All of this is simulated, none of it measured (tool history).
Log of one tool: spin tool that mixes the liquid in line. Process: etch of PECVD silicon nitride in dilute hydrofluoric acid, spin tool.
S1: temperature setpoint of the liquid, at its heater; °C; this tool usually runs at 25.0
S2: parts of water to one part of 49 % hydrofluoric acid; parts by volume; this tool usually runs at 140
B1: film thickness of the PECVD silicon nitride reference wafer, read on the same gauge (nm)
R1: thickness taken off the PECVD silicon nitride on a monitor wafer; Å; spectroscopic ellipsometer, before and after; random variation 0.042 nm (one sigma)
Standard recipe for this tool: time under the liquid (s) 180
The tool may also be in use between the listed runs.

run 1 hour=0.0 | S1=25.0 S2=140 time_under_the_liquid_(s)=180 | B1=30.006 | R1=25.30
run 2 hour=25.1 | S1=25.0 S2=140 time_under_the_liquid_(s)=180 | B1=30.004 | R1=24.61
run 3 hour=48.7 | S1=27.0 S2=140 time_under_the_liquid_(s)=180 | B1=29.985 | R1=28.51
-- hour=75.4 gauge calibrated
run 4 hour=82.5 | S1=27.0 S2=140 time_under_the_liquid_(s)=180 | B1=29.999 | R1=27.71
run 5 hour=114.0 | S1=27.0 S2=140 time_under_the_liquid_(s)=180 | B1=29.995 | R1=27.94
run 6 hour=146.4 | S1=25.0 S2=140 time_under_the_liquid_(s)=180 | B1=30.016 | R1=23.97
run 7 hour=160.6 | S1=25.0 S2=140 time_under_the_liquid_(s)=180 | B1=29.985 | R1=24.49
run 8 hour=179.2 | S1=25.0 S2=140 time_under_the_liquid_(s)=180 | B1=30.002 | R1=25.56
run 9 hour=209.2 | S1=21.5 S2=140 time_under_the_liquid_(s)=210 | B1=30.005 | R1=23.45
run 10 hour=240.8 | S1=25.0 S2=75 time_under_the_liquid_(s)=180 | B1=30.008 | R1=46.22
-- hour=253.1 thermometer replaced
run 11 hour=276.5 | S1=28.0 S2=120 time_under_the_liquid_(s)=90 | B1=30.016 | R1=17.41
run 12 hour=292.7 | S1=27.0 S2=110 time_under_the_liquid_(s)=130 | B1=29.986 | R1=26.83
run 13 hour=319.1 | S1=25.0 S2=140 time_under_the_liquid_(s)=180 | B1=30.006 | R1=25.62
run 14 hour=338.3 | S1=25.0 S2=140 time_under_the_liquid_(s)=180 | B1=30.005 | R1=24.84
run 15 hour=359.9 | S1=27.5 S2=170 time_under_the_liquid_(s)=180 | B1=29.982 | R1=24.98
-- hour=377.6 gauge calibrated
-- hour=382.3 hydrofluoric acid flow meter replaced
run 16 hour=390.6 | S1=29.5 S2=85 time_under_the_liquid_(s)=125 | B1=29.982 | R1=37.44
run 17 hour=485.4 | S1=27.0 S2=140 time_under_the_liquid_(s)=210 | B1=30.016 | R1=33.70

5 options for the next run, each taken on its own from the tool as it stands now. Forecast them:
run A hour=485.9 | S1=25.0 S2=140 time_under_the_liquid_(s)=180 | B1=? | R1=?
run B hour=485.9 | S1=28.5 S2=165 time_under_the_liquid_(s)=150 | B1=? | R1=?
run C hour=485.9 | S1=25.0 S2=160 time_under_the_liquid_(s)=180 | B1=? | R1=?
run D hour=485.9 | S1=20.5 S2=160 time_under_the_liquid_(s)=115 | B1=? | R1=?
run E hour=485.9 | S1=25.0 S2=85 time_under_the_liquid_(s)=180 | B1=? | R1=?

run=A B1=29.992 R1=24.87
run=B B1=29.992 R1=21.91
run=C B1=29.992 R1=21.78
run=D B1=29.992 R1=10.39
run=E B1=29.992 R1=40.77
With the hidden condition removed and each run's random variation left untouched, the same runs would have given:
run=A R1=24.87
run=B R1=21.91
run=C R1=21.78
run=D R1=10.39
run=E R1=40.77
